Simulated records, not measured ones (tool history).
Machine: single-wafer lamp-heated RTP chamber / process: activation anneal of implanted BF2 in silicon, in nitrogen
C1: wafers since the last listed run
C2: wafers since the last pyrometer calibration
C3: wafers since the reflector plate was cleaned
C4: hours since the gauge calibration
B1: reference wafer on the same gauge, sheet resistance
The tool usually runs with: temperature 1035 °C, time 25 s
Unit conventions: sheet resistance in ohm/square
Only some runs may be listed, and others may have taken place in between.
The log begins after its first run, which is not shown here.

{"run": 2, "hour": 67.8, "temperature": 1035, "time": 25, "C1": 1640, "C2": 13113, "C3": 4559, "C4": 1365.5, "B1": 216.93, "sheet resistance": 186.06}
{"hour": 168.7, "done": "pyrometer window cleaned and pyrometer calibrated"}
{"run": 3, "hour": 237.5, "temperature": 1035, "time": 25, "C1": 3913, "C2": 1664, "C3": 8473, "C4": 1535.2, "B1": 216.84, "sheet resistance": 186.65}
{"run": 4, "hour": 288.0, "temperature": 1035, "time": 25, "C1": 1222, "C2": 2886, "C3": 9695, "C4": 1585.7, "B1": 216.9, "sheet resistance": 186.63}
{"run": 5, "hour": 372.6, "temperature": 1035, "time": 25, "C1": 2047, "C2": 4934, "C3": 11743, "C4": 1670.3, "B1": 216.96, "sheet resistance": 186.43}
{"run": 6, "hour": 477.9, "temperature": 1035, "time": 25, "C1": 2548, "C2": 7483, "C3": 14291, "C4": 1775.6, "B1": 216.93, "sheet resistance": 185.84}
{"run": 7, "hour": 553.5, "temperature": 1035, "time": 25, "C1": 1829, "C2": 9312, "C3": 16121, "C4": 1851.2, "B1": 216.93, "sheet resistance": 185.55}
{"hour": 574.7, "done": "reflector plate cleaned"}
{"run": 8, "hour": 633.8, "temperature": 1035, "time": 25, "C1": 1749, "C2": 11062, "C3": 1429, "C4": 1931.5, "B1": 216.99, "sheet resistance": 185.52}
{"run": 9, "hour": 683.1, "temperature": 1035, "time": 29, "C1": 1193, "C2": 12255, "C3": 2622, "C4": 1980.8, "B1": 216.89, "sheet resistance": 179.92}
{"run": 10, "hour": 828.0, "temperature": 1035, "time": 29, "C1": 3507, "C2": 15762, "C3": 6129, "C4": 2125.7, "B1": 216.98, "sheet resistance": 179.77}
{"hour": 895.7, "done": "pyrometer window cleaned and pyrometer calibrated"}
{"run": 11, "hour": 917.6, "temperature": 1035, "time": 29, "C1": 1974, "C2": 529, "C3": 8104, "C4": 2215.3, "B1": 217.06, "sheet resistance": 180.61}
{"run": 12, "hour": 989.4, "temperature": 1035, "time": 25, "C1": 1737, "C2": 2266, "C3": 9842, "C4": 2287.1, "B1": 216.95, "sheet resistance": 186.62}
{"run": 13, "hour": 1026.4, "temperature": 1035, "time": 25, "C1": 895, "C2": 3162, "C3": 10738, "C4": 2324.1, "B1": 217.11, "sheet resistance": 186.47}
{"run": 14, "hour": 1100.6, "temperature": 1012, "time": 10, "C1": 1795, "C2": 4958, "C3": 12534, "C4": 2398.3, "B1": 217.11, "sheet resistance": 312.38}
{"run": 15, "hour": 1189.3, "temperature": 1035, "time": 25, "C1": 2146, "C2": 7105, "C3": 14681, "C4": 2487.0, "B1": 216.93, "sheet resistance": 186.08}
{"run": 16, "hour": 1346.6, "temperature": 1035, "time": 30, "C1": 3807, "C2": 10912, "C3": 18488, "C4": 2644.3, "B1": 216.89, "sheet resistance": 178.83}
{"hour": 1356.0, "done": "reflector plate cleaned"}
{"run": 17, "hour": 1417.1, "temperature": 1026, "time": 37, "C1": 1512, "C2": 12425, "C3": 1479, "C4": 2714.8, "B1": 217.1, "sheet resistance": 178.53}
{"run": 18, "hour": 1484.5, "temperature": 1043, "time": 25, "C1": 1631, "C2": 14056, "C3": 3110, "C4": 2782.2, "B1": 217.05, "sheet resistance": 176.97}
{"run": 19, "hour": 1549.4, "temperature": 1035, "time": 12, "C1": 1570, "C2": 15627, "C3": 4681, "C4": 2847.1, "B1": 217.08, "sheet resistance": 222.9}

Expected results for the next run?
{"run": 20, "hour": 1681.6, "temperature": 1049, "time": 20, "C1": 3199, "C2": 18826, "C3": 7881, "C4": 2979.3, "B1": "?", "sheet resistance": "?"}

B1: 217.05
sheet resistance: 176.62 ohm/square
Had the tool carried no hidden state, the very same run would have given sheet resistance 179.26 ohm/square.

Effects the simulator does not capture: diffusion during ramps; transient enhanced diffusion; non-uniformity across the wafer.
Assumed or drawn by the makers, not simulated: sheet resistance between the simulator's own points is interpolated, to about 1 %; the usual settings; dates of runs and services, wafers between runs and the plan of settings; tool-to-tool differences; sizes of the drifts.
